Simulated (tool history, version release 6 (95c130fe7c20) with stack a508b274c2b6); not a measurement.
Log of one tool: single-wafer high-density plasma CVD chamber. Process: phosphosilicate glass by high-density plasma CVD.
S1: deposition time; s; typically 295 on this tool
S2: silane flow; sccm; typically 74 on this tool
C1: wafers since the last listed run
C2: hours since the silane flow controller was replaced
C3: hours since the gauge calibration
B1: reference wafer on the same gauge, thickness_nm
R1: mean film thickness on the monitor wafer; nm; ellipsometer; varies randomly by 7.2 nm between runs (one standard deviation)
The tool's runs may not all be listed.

run     day   S1  S2   C1      C2     C3        B1        R1
  1   0.000  295  74    0  4203.1  133.3  2491.069  2397.819
  2   1.488  295  74  147  4238.8  169.0  2489.125  2393.728
  3   2.025  295  74   53  4251.7  181.9  2490.423  2381.986
  4   3.392  316  74  135  4284.5  214.7  2491.366  2567.608
  5   4.379  316  74   97  4308.2  238.4  2489.594  2560.011
  6   4.938  316  74   55  4321.6  251.8  2490.055  2551.296
  7   5.696  295  74   74  4339.8  270.0  2490.263  2401.829
  8   9.329  295  74  359  4427.0  357.2  2488.664  2382.652
  9  10.775  295  74  142  4461.7  391.9  2488.094  2392.533
 10  11.983  330  74  119  4490.7  420.9  2489.517  2667.782
     13.221  -- silane flow controller replaced
 11  13.242  248  74   91     0.5  451.1  2489.552  2015.753
 12  13.500  295  74   25     6.7  457.3  2493.100  2381.960
 13  14.825  349  69  130    38.5  489.1  2491.224  2643.308
     15.267  -- gauge calibrated
 14  15.412  244  59   58    52.6    3.5  2492.242  1578.229
 15  16.796  295  74  136    85.8   36.7  2495.087  2399.730

Run 16 is up next; what results do you expect?
 16  18.946  244  62  212  137.4  88.3   ?   ?

Run 16 yielded B1 2488.470, R1 1664.213 nm.
With no hidden state in the tool, this same run would have given R1 1664.213 nm.
